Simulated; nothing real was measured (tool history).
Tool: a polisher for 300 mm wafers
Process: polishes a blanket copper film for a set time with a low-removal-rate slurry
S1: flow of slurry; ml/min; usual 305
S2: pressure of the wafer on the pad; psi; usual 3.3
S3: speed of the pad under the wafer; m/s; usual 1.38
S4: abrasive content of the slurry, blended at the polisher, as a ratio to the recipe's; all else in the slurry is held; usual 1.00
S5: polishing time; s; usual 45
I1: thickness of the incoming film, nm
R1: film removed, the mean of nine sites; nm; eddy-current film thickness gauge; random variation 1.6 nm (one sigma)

{"run": 1, "day": 0.0, "S1": 305, "S2": 3.3, "S3": 1.38, "S4": 1.0, "S5": 45, "I1": 1162.6, "R1": 163.8}
{"day": 0.333, "done": "slurry nozzle cleaned"}
{"day": 2.538, "done": "worn pad replaced by a new one"}
{"run": 2, "day": 4.283, "S1": 305, "S2": 3.3, "S3": 1.38, "S4": 1.0, "S5": 45, "I1": 1163.8, "R1": 161.6}
{"run": 3, "day": 5.038, "S1": 305, "S2": 3.3, "S3": 1.38, "S4": 1.0, "S5": 45, "I1": 1167.6, "R1": 158.8}
{"run": 4, "day": 5.612, "S1": 305, "S2": 3.3, "S3": 1.38, "S4": 1.0, "S5": 45, "I1": 1160.9, "R1": 159.5}
{"day": 6.333, "done": "worn pad replaced by a new one"}
{"run": 5, "day": 6.679, "S1": 305, "S2": 3.3, "S3": 1.38, "S4": 1.0, "S5": 45, "I1": 1139.7, "R1": 156.3}
{"run": 6, "day": 8.071, "S1": 305, "S2": 2.9, "S3": 1.38, "S4": 1.0, "S5": 45, "I1": 1140.5, "R1": 138.3}
{"run": 7, "day": 9.446, "S1": 305, "S2": 2.9, "S3": 1.38, "S4": 1.0, "S5": 45, "I1": 1170.1, "R1": 141.3}
{"day": 10.05, "done": "worn pad replaced by a new one"}
{"day": 10.138, "done": "head pressure recalibrated"}
{"run": 8, "day": 13.238, "S1": 305, "S2": 2.3, "S3": 1.16, "S4": 1.0, "S5": 45, "I1": 1147.5, "R1": 93.1}
{"day": 13.467, "done": "slurry blender recalibrated"}
{"day": 13.771, "done": "worn pad replaced by a new one"}
{"run": 9, "day": 13.792, "S1": 305, "S2": 3.3, "S3": 1.54, "S4": 0.7, "S5": 45, "I1": 1144.0, "R1": 170.3}
{"day": 14.117, "done": "slurry nozzle cleaned"}
{"run": 10, "day": 14.512, "S1": 305, "S2": 3.3, "S3": 1.38, "S4": 1.0, "S5": 56, "I1": 1137.8, "R1": 211.5}
{"run": 11, "day": 15.862, "S1": 305, "S2": 3.3, "S3": 1.38, "S4": 1.0, "S5": 45, "I1": 1150.4, "R1": 167.1}
{"run": 12, "day": 16.992, "S1": 305, "S2": 4.0, "S3": 1.22, "S4": 1.0, "S5": 45, "I1": 1161.4, "R1": 178.8}
{"day": 17.646, "done": "worn pad replaced by a new one"}
{"run": 13, "day": 18.488, "S1": 305, "S2": 3.3, "S3": 1.38, "S4": 1.0, "S5": 45, "I1": 1167.1, "R1": 164.9}
{"run": 14, "day": 19.542, "S1": 375, "S2": 2.9, "S3": 1.38, "S4": 1.25, "S5": 60, "I1": 1143.2, "R1": 207.7}
{"run": 15, "day": 20.092, "S1": 330, "S2": 2.7, "S3": 1.38, "S4": 1.0, "S5": 45, "I1": 1155.4, "R1": 135.4}

Forecast each of these 4 alternatives for the next run:
{"run": "A", "day": 20.108, "S1": 305, "S2": 3.3, "S3": 1.38, "S4": 1.0, "S5": 58, "I1": 1159.4, "R1": "?"}
{"run": "B", "day": 20.108, "S1": 275, "S2": 3.3, "S3": 1.16, "S4": 1.0, "S5": 45, "I1": 1159.4, "R1": "?"}
{"run": "C", "day": 20.108, "S1": 305, "S2": 3.3, "S3": 1.8, "S4": 1.0, "S5": 45, "I1": 1159.4, "R1": "?"}
{"run": "D", "day": 20.108, "S1": 305, "S2": 3.3, "S3": 1.38, "S4": 0.75, "S5": 60, "I1": 1159.4, "R1": "?"}

run=A R1=210.0
run=B R1=135.9
run=C R1=212.5
run=D R1=201.5
Without the tool's hidden state the same runs would have given:
run=A R1=219.2
run=B R1=141.8
run=C R1=221.8
run=D R1=209.9
